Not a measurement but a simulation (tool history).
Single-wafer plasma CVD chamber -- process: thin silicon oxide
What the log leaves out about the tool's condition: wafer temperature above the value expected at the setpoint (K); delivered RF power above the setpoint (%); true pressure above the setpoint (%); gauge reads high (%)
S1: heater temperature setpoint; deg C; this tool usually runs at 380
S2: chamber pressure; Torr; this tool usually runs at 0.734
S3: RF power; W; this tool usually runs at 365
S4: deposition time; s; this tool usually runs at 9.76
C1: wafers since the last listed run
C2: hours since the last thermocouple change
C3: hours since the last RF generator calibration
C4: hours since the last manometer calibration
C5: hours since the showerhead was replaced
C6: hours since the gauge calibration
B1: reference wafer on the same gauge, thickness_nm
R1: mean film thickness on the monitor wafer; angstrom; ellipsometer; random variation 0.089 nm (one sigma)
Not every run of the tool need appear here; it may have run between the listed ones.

{"run": 1, "hour": 0.0, "S1": 380, "S2": 0.734, "S3": 365, "S4": 9.76, "C1": 0, "C2": 445.1, "C3": 351.4, "C4": 213.1, "C5": 3273.3, "C6": 329.9, "B1": 15.517, "R1": 186.57}
{"run": 2, "hour": 66.6, "S1": 380, "S2": 0.655, "S3": 365, "S4": 9.76, "C1": 1987, "C2": 511.7, "C3": 418.0, "C4": 279.7, "C5": 3339.9, "C6": 396.5, "B1": 15.506, "R1": 164.77}
{"run": 3, "hour": 177.4, "S1": 380, "S2": 0.655, "S3": 365, "S4": 9.76, "C1": 3306, "C2": 622.5, "C3": 528.8, "C4": 390.5, "C5": 3450.7, "C6": 507.3, "B1": 15.491, "R1": 162.18}
{"run": 4, "hour": 207.7, "S1": 380, "S2": 0.734, "S3": 365, "S4": 9.76, "C1": 904, "C2": 652.8, "C3": 559.1, "C4": 420.8, "C5": 3481.0, "C6": 537.6, "B1": 15.494, "R1": 183.62}
{"run": 5, "hour": 258.9, "S1": 380, "S2": 0.734, "S3": 365, "S4": 9.76, "C1": 1527, "C2": 704.0, "C3": 610.3, "C4": 472.0, "C5": 3532.2, "C6": 588.8, "B1": 15.487, "R1": 182.06}
{"run": 6, "hour": 316.6, "S1": 380, "S2": 0.734, "S3": 365, "S4": 9.76, "C1": 1721, "C2": 761.7, "C3": 668.0, "C4": 529.7, "C5": 3589.9, "C6": 646.5, "B1": 15.52, "R1": 182.11}
{"run": 7, "hour": 343.3, "S1": 380, "S2": 0.734, "S3": 365, "S4": 9.76, "C1": 796, "C2": 788.4, "C3": 694.7, "C4": 556.4, "C5": 3616.6, "C6": 673.2, "B1": 15.489, "R1": 181.46}
{"run": 8, "hour": 380.5, "S1": 380, "S2": 0.734, "S3": 365, "S4": 9.26, "C1": 1110, "C2": 825.6, "C3": 731.9, "C4": 593.6, "C5": 3653.8, "C6": 710.4, "B1": 15.498, "R1": 170.52}
{"run": 9, "hour": 413.3, "S1": 380, "S2": 0.734, "S3": 365, "S4": 9.26, "C1": 978, "C2": 858.4, "C3": 764.7, "C4": 626.4, "C5": 3686.6, "C6": 743.2, "B1": 15.507, "R1": 173.5}
{"run": 10, "hour": 473.6, "S1": 380, "S2": 0.734, "S3": 365, "S4": 9.26, "C1": 1799, "C2": 918.7, "C3": 825.0, "C4": 686.7, "C5": 3746.9, "C6": 803.5, "B1": 15.48, "R1": 172.42}
{"run": 11, "hour": 508.2, "S1": 380, "S2": 0.734, "S3": 365, "S4": 9.76, "C1": 1032, "C2": 953.3, "C3": 859.6, "C4": 721.3, "C5": 3781.5, "C6": 838.1, "B1": 15.489, "R1": 181.2}
{"hour": 565.3, "done": "thermocouple changed; heater temperature recalibrated"}
{"run": 12, "hour": 568.0, "S1": 380, "S2": 0.734, "S3": 365, "S4": 9.76, "C1": 1545, "C2": 2.7, "C3": 919.4, "C4": 781.1, "C5": 3841.3, "C6": 897.9, "B1": 15.5, "R1": 179.92}
{"run": 13, "hour": 633.7, "S1": 380, "S2": 0.734, "S3": 365, "S4": 9.76, "C1": 1960, "C2": 68.4, "C3": 985.1, "C4": 846.8, "C5": 3907.0, "C6": 963.6, "B1": 15.488, "R1": 179.9}
{"hour": 634.3, "done": "gauge calibrated"}
{"hour": 665.0, "done": "RF generator calibrated"}
{"hour": 692.0, "done": "showerhead replaced, of another model than before"}
{"run": 14, "hour": 698.8, "S1": 380, "S2": 0.734, "S3": 365, "S4": 11.59, "C1": 1465, "C2": 133.5, "C3": 33.8, "C4": 911.9, "C5": 6.8, "C6": 64.5, "B1": 15.498, "R1": 220.7}
{"run": 15, "hour": 763.2, "S1": 389, "S2": 0.734, "S3": 365, "S4": 9.76, "C1": 1921, "C2": 197.9, "C3": 98.2, "C4": 976.3, "C5": 71.2, "C6": 128.9, "B1": 15.497, "R1": 184.75}
{"run": 16, "hour": 828.7, "S1": 380, "S2": 0.654, "S3": 405, "S4": 9.76, "C1": 1954, "C2": 263.4, "C3": 163.7, "C4": 1041.8, "C5": 136.7, "C6": 194.4, "B1": 15.492, "R1": 177.67}
{"run": 17, "hour": 853.3, "S1": 380, "S2": 0.734, "S3": 365, "S4": 9.76, "C1": 734, "C2": 288.0, "C3": 188.3, "C4": 1066.4, "C5": 161.3, "C6": 219.0, "B1": 15.485, "R1": 185.87}
{"run": 18, "hour": 893.5, "S1": 372, "S2": 0.845, "S3": 385, "S4": 9.11, "C1": 1199, "C2": 328.2, "C3": 228.5, "C4": 1106.6, "C5": 201.5, "C6": 259.2, "B1": 15.506, "R1": 188.27}
{"run": 19, "hour": 957.9, "S1": 380, "S2": 0.734, "S3": 365, "S4": 9.76, "C1": 1921, "C2": 392.6, "C3": 292.9, "C4": 1171.0, "C5": 265.9, "C6": 323.6, "B1": 15.503, "R1": 184.22}
{"hour": 966.7, "done": "capacitance manometer re-zeroed and calibrated"}
{"run": 20, "hour": 997.1, "S1": 380, "S2": 0.734, "S3": 365, "S4": 9.76, "C1": 931, "C2": 431.8, "C3": 332.1, "C4": 30.4, "C5": 305.1, "C6": 362.8, "B1": 15.485, "R1": 194.22}
{"run": 21, "hour": 1025.1, "S1": 389, "S2": 0.593, "S3": 410, "S4": 9.76, "C1": 835, "C2": 459.8, "C3": 360.1, "C4": 58.4, "C5": 333.1, "C6": 390.8, "B1": 15.495, "R1": 175.57}
{"run": 22, "hour": 1089.3, "S1": 380, "S2": 0.734, "S3": 365, "S4": 9.76, "C1": 1915, "C2": 524.0, "C3": 424.3, "C4": 122.6, "C5": 397.3, "C6": 455.0, "B1": 15.499, "R1": 192.59}
{"run": 23, "hour": 1119.9, "S1": 380, "S2": 0.562, "S3": 365, "S4": 9.76, "C1": 913, "C2": 554.6, "C3": 454.9, "C4": 153.2, "C5": 427.9, "C6": 485.6, "B1": 15.488, "R1": 167.41}
{"run": 24, "hour": 1150.6, "S1": 380, "S2": 0.734, "S3": 365, "S4": 9.76, "C1": 916, "C2": 585.3, "C3": 485.6, "C4": 183.9, "C5": 458.6, "C6": 516.3, "B1": 15.497, "R1": 189.47}
{"run": 25, "hour": 1182.9, "S1": 368, "S2": 0.906, "S3": 305, "S4": 11.52, "C1": 963, "C2": 617.6, "C3": 517.9, "C4": 216.2, "C5": 490.9, "C6": 548.6, "B1": 15.494, "R1": 247.73}
{"run": 26, "hour": 1226.2, "S1": 374, "S2": 0.734, "S3": 410, "S4": 11.6, "C1": 1292, "C2": 660.9, "C3": 561.2, "C4": 259.5, "C5": 534.2, "C6": 591.9, "B1": 15.497, "R1": 227.87}

Each run again, without the hidden state but with its own random variation kept:
run=1 R1=193.30
run=2 R1=171.96
run=3 R1=170.54
run=4 R1=193.00
run=5 R1=191.84
run=6 R1=192.38
run=7 R1=191.89
run=8 R1=180.56
run=9 R1=183.92
run=10 R1=183.09
run=11 R1=192.59
run=12 R1=191.50
run=13 R1=191.72
run=14 R1=228.12
run=15 R1=191.05
run=16 R1=183.94
run=17 R1=192.31
run=18 R1=194.31
run=19 R1=190.69
run=20 R1=194.35
run=21 R1=176.04
run=22 R1=193.85
run=23 R1=168.84
run=24 R1=191.32
run=25 R1=250.30
run=26 R1=230.86
